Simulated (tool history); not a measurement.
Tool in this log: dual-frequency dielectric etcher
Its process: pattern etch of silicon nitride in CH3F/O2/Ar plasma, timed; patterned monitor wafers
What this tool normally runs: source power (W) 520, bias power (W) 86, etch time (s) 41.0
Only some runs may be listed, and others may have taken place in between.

run    hour  source power (W)  bias power (W)  etch time (s)  read-back reference wafer on the same gauge, depth_nm  mean etch depth across the wafer (Å)
  1     0.0               520              78           37.0                                                  33.40                                 256.4
  2    50.0               520              78           37.0                                                  33.32                                 256.4
  3   102.0               520              86           41.0                                                  33.21                                 290.1
  4   170.8               520              86           41.0                                                  33.29                                 289.2
  5   244.5               520              86           41.0                                                  33.10                                 290.1
      294.6  -- wet clean of the chamber
  6   338.0               520              86           41.0                                                  33.03                                 288.7
  7   443.0               520              79           41.0                                                  32.82                                 278.7
      529.3  -- source power generator calibrated
  8   548.1               520              79           41.0                                                  32.75                                 279.0
      580.7  -- gauge calibrated
  9   647.6               520              79           41.0                                                  34.68                                 295.3
 10   729.5               440              86           41.0                                                  34.58                                 280.5
      762.5  -- upper electrode replaced
 11   811.2               520              72           34.5                                                  34.46                                 240.5
      876.4  -- wet clean of the chamber
 12   884.0               520              86           41.0                                                  34.36                                 301.3
 13   940.3               520              95           41.0                                                  34.35                                 310.9
 14  1060.2               470              73           41.0                                                  34.30                                 269.0
     1105.2  -- bias power generator calibrated
 15  1155.7               520              86           41.0                                                  34.21                                 299.2
 16  1259.5               520              86           37.0                                                  34.04                                 269.3
 17  1353.0               610              86           41.0                                                  33.89                                 319.4
 18  1442.2               520              86           47.5                                                  33.69                                 344.2

Difference, measured minus no-hidden-state, one row per run. Run-to-run variation is common to both terms; the gauge's own scatter need not be:
The tool's hidden condition here consists of: etch rate over this chamber's usual, %; source power that arrives over what is set, %; bias power that arrives over what is set, %; gauge reads high (%).
run  mean etch depth across the wafer (Å)
  1                                 -11.0
  2                                 -11.4
  3                                 -13.5
  4                                 -14.1
  5                                 -14.9
  6                                 -15.8
  7                                 -16.3
  8                                 -17.3
  9                                  -1.3
 10                                  -2.0
 11                                  -2.3
 12                                  -3.6
 13                                  -4.3
 14                                  -4.7
 15                                  -6.2
 16                                  -6.5
 17                                  -8.7
 18                                 -10.4

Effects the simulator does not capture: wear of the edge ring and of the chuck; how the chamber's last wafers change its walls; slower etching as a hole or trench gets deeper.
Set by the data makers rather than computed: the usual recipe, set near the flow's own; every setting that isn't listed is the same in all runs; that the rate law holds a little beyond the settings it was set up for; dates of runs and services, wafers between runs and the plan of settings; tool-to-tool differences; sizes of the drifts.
